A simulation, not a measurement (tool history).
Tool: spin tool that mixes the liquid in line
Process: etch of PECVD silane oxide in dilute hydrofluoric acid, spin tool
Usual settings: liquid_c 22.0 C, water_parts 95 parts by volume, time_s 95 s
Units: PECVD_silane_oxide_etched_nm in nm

| run | hour | liquid_c | water_parts | time_s | wafers since the last listed run | hours since the thermometer was replaced | hours since the hydrofluoric acid flow meter was replaced | hours since the gauge calibration | read-back film thickness of the PECVD silane oxide reference wafer, read on the same gauge (nm) | PECVD_silane_oxide_etched_nm |
|---|---|---|---|---|---|---|---|---|---|---|
| 1 | 0.0 | 22.0 | 95 | 95 | 0 | 829.3 | 613.7 | 349.0 | 145.98 | 22.33 |
| 2 | 32.8 | 22.0 | 125 | 95 | 189 | 862.1 | 646.5 | 381.8 | 145.84 | 16.24 |
| 3 | 77.5 | 22.0 | 125 | 95 | 258 | 906.8 | 691.2 | 426.5 | 145.67 | 16.04 |
| 4 | 101.3 | 24.5 | 95 | 95 | 137 | 930.6 | 715.0 | 450.3 | 145.64 | 24.13 |
| 5 | 119.6 | 22.0 | 95 | 110 | 105 | 948.9 | 733.3 | 468.6 | 145.56 | 25.22 |
| 6 | 135.3 | 22.0 | 95 | 110 | 90 | 964.6 | 749.0 | 484.3 | 145.52 | 25.55 |
| 7 | 159.4 | 22.0 | 95 | 95 | 139 | 988.7 | 773.1 | 508.4 | 145.48 | 22.14 |
| 8 | 192.0 | 22.0 | 95 | 95 | 188 | 1021.3 | 805.7 | 541.0 | 145.41 | 22.18 |
| 9 | 218.7 | 22.0 | 95 | 95 | 154 | 1048.0 | 832.4 | 567.7 | 145.34 | 22.04 |
| 10 | 247.1 | 22.0 | 95 | 95 | 164 | 1076.4 | 860.8 | 596.1 | 145.31 | 21.59 |
| 11 | 268.4 | 22.0 | 95 | 95 | 123 | 1097.7 | 882.1 | 617.4 | 145.24 | 22.01 |
| 12 | 296.1 | 22.0 | 95 | 115 | 160 | 1125.4 | 909.8 | 645.1 | 145.24 | 26.97 |
| 13 | 313.9 | 22.0 | 95 | 115 | 103 | 1143.2 | 927.6 | 662.9 | 145.22 | 26.51 |
|  | 336.5 | hydrofluoric acid flow meter replaced |
| 14 | 338.8 | 24.0 | 65 | 95 | 138 | 1168.1 | 2.3 | 687.8 | 145.22 | 36.17 |
|  | 352.5 | gauge calibrated |
| 15 | 367.0 | 24.0 | 65 | 95 | 163 | 1196.3 | 30.5 | 14.5 | 149.72 | 37.49 |
| 16 | 383.9 | 25.0 | 65 | 140 | 97 | 1213.2 | 47.4 | 31.4 | 149.43 | 58.09 |
| 17 | 419.5 | 25.5 | 95 | 95 | 206 | 1248.8 | 83.0 | 67.0 | 148.91 | 25.56 |
| 18 | 452.3 | 22.0 | 95 | 145 | 189 | 1281.6 | 115.8 | 99.8 | 148.43 | 34.92 |
| 19 | 470.3 | 25.5 | 65 | 95 | 104 | 1299.6 | 133.8 | 117.8 | 148.21 | 39.01 |
| 20 | 486.1 | 22.0 | 95 | 145 | 91 | 1315.4 | 149.6 | 133.6 | 148.05 | 34.28 |
| 21 | 518.1 | 22.0 | 95 | 95 | 185 | 1347.4 | 181.6 | 165.6 | 147.72 | 22.70 |
| 22 | 540.0 | 22.0 | 95 | 95 | 126 | 1369.3 | 203.5 | 187.5 | 147.52 | 22.21 |
|  | 557.6 | thermometer replaced |
| 23 | 566.1 | 20.0 | 55 | 55 | 145 | 8.5 | 229.6 | 213.6 | 147.32 | 21.55 |
| 24 | 590.2 | 17.0 | 140 | 125 | 139 | 32.6 | 253.7 | 237.7 | 147.13 | 15.49 |
| 25 | 622.6 | 20.5 | 140 | 50 | 187 | 65.0 | 286.1 | 270.1 | 146.92 | 7.16 |
| 26 | 637.6 | 22.0 | 95 | 95 | 86 | 80.0 | 301.1 | 285.1 | 146.83 | 22.07 |
| 27 | 666.5 | 22.0 | 60 | 115 | 167 | 108.9 | 330.0 | 314.0 | 146.67 | 43.97 |
| 28 | 690.3 | 26.0 | 80 | 145 | 137 | 132.7 | 353.8 | 337.8 | 146.56 | 48.31 |
| 29 | 718.3 | 22.0 | 130 | 125 | 162 | 160.7 | 381.8 | 365.8 | 146.44 | 20.65 |
| 30 | 738.8 | 25.5 | 50 | 70 | 118 | 181.2 | 402.3 | 386.3 | 146.35 | 37.94 |
| 31 | 768.9 | 26.0 | 80 | 125 | 174 | 211.3 | 432.4 | 416.4 | 146.27 | 41.36 |
| 32 | 783.5 | 24.0 | 65 | 95 | 84 | 225.9 | 447.0 | 431.0 | 146.20 | 36.54 |

Measured less the same run without the tool's hidden state. The same run-to-run variation is in both; the gauge's scatter may not be:
The hidden state here: liquid colder than its thermometer reads (K); hydrofluoric acid flow above the setpoint (%); gauge reads high (%).
| run | PECVD_silane_oxide_etched_nm |
|---|---|
| 1 | -0.62 |
| 2 | -0.47 |
| 3 | -0.47 |
| 4 | -0.73 |
| 5 | -0.77 |
| 6 | -0.78 |
| 7 | -0.69 |
| 8 | -0.70 |
| 9 | -0.70 |
| 10 | -0.70 |
| 11 | -0.72 |
| 12 | -0.88 |
| 13 | -0.87 |
| 14 | -1.19 |
| 15 | -0.07 |
| 16 | -0.22 |
| 17 | -0.19 |
| 18 | -0.37 |
| 19 | -0.46 |
| 20 | -0.45 |
| 21 | -0.35 |
| 22 | -0.37 |
| 23 | -0.39 |
| 24 | -0.30 |
| 25 | -0.15 |
| 26 | -0.48 |
| 27 | -0.99 |
| 28 | -1.13 |
| 29 | -0.51 |
| 30 | -0.94 |
| 31 | -1.06 |
| 32 | -0.95 |

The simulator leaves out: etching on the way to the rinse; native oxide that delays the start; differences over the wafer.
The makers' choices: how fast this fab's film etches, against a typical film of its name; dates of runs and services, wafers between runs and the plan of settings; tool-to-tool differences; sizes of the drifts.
